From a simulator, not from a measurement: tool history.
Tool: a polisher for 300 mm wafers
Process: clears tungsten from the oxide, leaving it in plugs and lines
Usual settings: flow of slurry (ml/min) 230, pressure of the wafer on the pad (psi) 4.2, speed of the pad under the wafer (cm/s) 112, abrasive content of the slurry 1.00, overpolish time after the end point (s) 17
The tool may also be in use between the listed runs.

run,day,flow of slurry (ml/min),pressure of the wafer on the pad (psi),speed of the pad under the wafer (cm/s),abrasive content of the slurry,overpolish time after the end point (s),wafers since the last listed run,wafers polished on this pad,hours since the slurry nozzle was cleaned,hours since the head pressure was calibrated,hours since the slurry blender was calibrated,hours since the slurry got fresh peroxide,"incoming thickness of the incoming film, nm",time until the end point was called (s)
1,0.000,230,4.2,112,1.00,17,0,8039,190.3,17.5,315.7,616.5,497.4,92.5
# day 1.675: worn pad replaced by a new one
2,3.988,230,4.2,112,1.00,17,1034,625,286.0,113.2,411.4,712.2,496.4,96.6
# day 4.050: slurry tank refilled with fresh slurry and peroxide
3,5.538,230,4.2,112,1.00,17,408,1034,323.2,150.4,448.6,35.7,483.3,80.9
4,8.625,230,4.7,94,1.00,17,836,1870,397.3,224.5,522.7,109.8,483.2,85.5
5,12.925,230,4.2,112,0.85,17,1164,3034,500.5,327.7,625.9,213.0,489.5,83.8
6,15.238,300,3.5,112,1.00,17,626,3661,556.0,383.2,681.4,268.5,488.8,97.1
# day 15.846: slurry blender recalibrated
7,19.446,310,4.7,112,0.80,17,1117,4778,657.0,484.2,86.4,369.5,479.7,78.1
# day 21.267: slurry nozzle cleaned
8,23.354,310,3.6,112,1.00,17,1047,5825,50.1,578.0,180.2,463.3,485.3,101.0
# day 27.104: worn pad replaced by a new one
9,27.229,230,2.7,92,1.00,17,1004,34,143.1,671.0,273.2,556.3,491.6,169.5
10,31.150,230,4.2,112,1.15,17,1061,1095,237.2,765.1,367.3,650.4,494.6,95.7
# day 33.708: slurry tank refilled with fresh slurry and peroxide
11,35.479,230,4.2,112,1.00,17,1161,2256,341.1,869.0,471.2,42.5,497.6,80.0
# day 38.367: head pressure recalibrated
12,39.542,230,4.2,112,1.00,17,1077,3334,438.6,28.2,568.7,140.0,488.6,78.7
13,42.946,230,5.0,140,1.20,17,921,4256,520.3,109.9,650.4,221.7,493.4,55.5
# day 46.621: slurry blender recalibrated
14,47.121,230,4.2,112,1.00,17,1108,5364,620.5,210.1,12.0,321.9,490.0,82.6
15,49.304,270,5.1,112,1.00,17,591,5955,672.9,262.5,64.4,374.3,490.7,71.0
# day 52.650: slurry nozzle cleaned
16,53.100,230,5.1,100,1.00,17,1016,6972,10.8,353.6,155.5,465.4,483.8,80.2
17,55.100,230,4.2,112,1.00,17,541,7514,58.8,401.6,203.5,513.4,490.9,88.0
# day 56.204: worn pad replaced by a new one
18,59.558,230,4.7,94,1.00,17,1162,908,165.8,508.6,310.5,620.4,487.0,93.8
# day 63.304: slurry tank refilled with fresh slurry and peroxide
19,63.588,230,3.2,124,1.00,17,1079,1988,262.5,605.3,407.2,6.8,493.0,97.4
20,67.462,230,4.2,112,0.90,11,1049,3038,355.5,698.3,500.2,99.8,497.0,82.3

Forecast run 21:
21,70.375,230,4.2,112,0.80,26,788,3826,425.4,768.2,570.1,169.7,485.5,?

Run 21 gave time until the end point was called (s) 82.7.
Without the tool's hidden state the same run would have given time until the end point was called (s) 79.2.
